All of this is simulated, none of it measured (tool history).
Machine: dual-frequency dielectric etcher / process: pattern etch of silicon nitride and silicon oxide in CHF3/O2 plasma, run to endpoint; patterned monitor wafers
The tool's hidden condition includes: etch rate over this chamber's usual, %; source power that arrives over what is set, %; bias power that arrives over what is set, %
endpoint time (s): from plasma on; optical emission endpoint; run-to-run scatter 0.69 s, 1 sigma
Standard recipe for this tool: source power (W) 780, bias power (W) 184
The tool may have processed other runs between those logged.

run    hour  source power (W)  bias power (W)  wafers since the last listed run  hours since the last wet clean  hours since the last source power generator calibration  hours since the last bias power generator calibration  hours since the last upper electrode change  incoming incoming film thickness, nm  endpoint time (s)
  1       0               780             184                                 0                           213.6                                                   3169.1                                                  679.3                                       5254.9                                 239.3              141.5
  2    56.7               780             184                               320                           270.3                                                   3225.8                                                    736                                       5311.6                                 238.3              141.8
  3   107.7               780             184                               287                           321.3                                                   3276.8                                                    787                                       5362.6                                 236.8                141
      186.8  -- upper electrode replaced
  4   187.3               780             196                               313                           400.9                                                   3356.4                                                  866.6                                          0.5                                   238              139.2
  5     231               780             196                               246                           444.6                                                   3400.1                                                  910.3                                         44.2                                 239.3              139.4
  6   267.3               660             184                               204                           480.9                                                   3436.4                                                  946.6                                         80.5                                   235              153.5
  7     323               780             184                               314                           536.6                                                   3492.1                                                 1002.3                                        136.2                                 239.3              142.6
      374.5  -- wet clean of the chamber
  8   380.5               780             184                               189                               6                                                   3549.6                                                 1059.8                                        193.7                                 237.5              140.8
  9   437.9               780             184                               323                            63.4                                                     3607                                                 1117.2                                        251.1                                 239.7              141.4
 10   464.2               780             203                               148                            89.7                                                   3633.3                                                 1143.5                                        277.4                                 237.4              136.4
 11   528.9               780             184                               365                           154.4                                                     3698                                                 1208.2                                        342.1                                 237.3              141.8
 12   561.3               590             207                               182                           186.8                                                   3730.4                                                 1240.6                                        374.5                                 234.8              156.8
 13   615.1               970             161                               303                           240.6                                                   3784.2                                                 1294.4                                        428.3                                 239.1              134.3
      669.7  -- source power generator calibrated
 14   787.6               890             184                               950                           413.1                                                    117.9                                                 1466.9                                        600.8                                 240.2                135
 15   815.5               690             229                               157                             441                                                    145.8                                                 1494.8                                        628.7                                   240              141.1
 16   848.2               840             140                               184                           473.7                                                    178.5                                                 1527.5                                        661.4                                 238.8              153.5
      885.4  -- bias power generator calibrated
      892.1  -- wet clean of the chamber
 17   909.9               700             203                               287                            17.8                                                    240.2                                                   24.5                                        723.1                                 237.8                142
 18   959.3               850             222                               278                            67.2                                                    289.6                                                   73.9                                        772.5                                   241              125.5
 19   993.5               780             184                               193                           101.4                                                    323.8                                                  108.1                                        806.7                                   239              141.4
 20  1053.6               590             154                               339                           161.5                                                    383.9                                                  168.2                                        866.8                                 240.4              179.7
 21  1092.7               780             184                               220                           200.6                                                      423                                                  207.3                                        905.9                                 238.3              140.1
 22  1121.8               880             141                               164                           229.7                                                    452.1                                                  236.4                                          935                                 235.7              144.6
 23  1191.7               610             221                               394                           299.6                                                      522                                                  306.3                                       1004.9                                 240.2              149.6
 24  1257.9               650             184                               373                           365.8                                                    588.2                                                  372.5                                       1071.1                                 238.7              155.2
 25  1312.7               780             219                               309                           420.6                                                      643                                                  427.3                                       1125.9                                   237              131.1
 26  1418.8               890             151                               598                           526.7                                                    749.1                                                  533.4                                         1232                                 237.1              139.9
     1457.9  -- wet clean of the chamber
 27  1459.9               780             162                                96                               2                                                    790.2                                                  574.5                                       1273.1                                 238.3              147.7
 28  1521.9               780             184                               349                              64                                                    852.2                                                  636.5                                       1335.1                                 237.3              140.9
 29  1582.2               780             184                               340                           124.3                                                    912.5                                                  696.8                                       1395.4                                 237.5                141
 30  1652.6               780             184                               397                           194.7                                                    982.9                                                  767.2                                       1465.8                                 238.6                141
 31  1714.1               890             196                               347                           256.2                                                   1044.4                                                  828.7                                       1527.3                                 238.7              129.6
 32  1746.4               910             168                               182                           288.5                                                   1076.7                                                    861                                       1559.6                                 235.8              133.5
 33  1793.6               780             184                               266                           335.7                                                   1123.9                                                  908.2                                       1606.8                                   239              141.7
 34  1844.9               780             184                               289                             387                                                   1175.2                                                  959.5                                       1658.1                                 235.7              140.7
 35  1874.4               640             184                               166                           416.5                                                   1204.7                                                    989                                       1687.6                                 239.9              158.6

Pick out some run-to-run changes in endpoint time (s). Of each, how much would a tool without hidden state show as well, from the settings, what came in and chance, and how much is left for the hidden state and any gauge scatter not in both results compared?
Run 11 -> 12: source power (W) 780 -> 590, bias power (W) 184 -> 207. endpoint time (s) +15: hidden state +0.5, all else +14.5.
Run 12 -> 13: source power (W) 590 -> 970, bias power (W) 207 -> 161. endpoint time (s) -22.5: hidden state -0.5, all else -22.
Run 16 -> 17: source power (W) 840 -> 700, bias power (W) 140 -> 203, bias power generator calibrated, wet clean of the chamber. endpoint time (s) -11.5: hidden state -2.7, all else -8.8.
Run 19 -> 20: source power (W) 780 -> 590, bias power (W) 184 -> 154. endpoint time (s) +38.3: hidden state +0, all else +38.3.
Run 20 -> 21: source power (W) 590 -> 780, bias power (W) 154 -> 184. endpoint time (s) -39.6: hidden state +0.1, all else -39.7.
Run 24 -> 25: source power (W) 650 -> 780, bias power (W) 184 -> 219. endpoint time (s) -24.1: hidden state +0, all else -24.1.

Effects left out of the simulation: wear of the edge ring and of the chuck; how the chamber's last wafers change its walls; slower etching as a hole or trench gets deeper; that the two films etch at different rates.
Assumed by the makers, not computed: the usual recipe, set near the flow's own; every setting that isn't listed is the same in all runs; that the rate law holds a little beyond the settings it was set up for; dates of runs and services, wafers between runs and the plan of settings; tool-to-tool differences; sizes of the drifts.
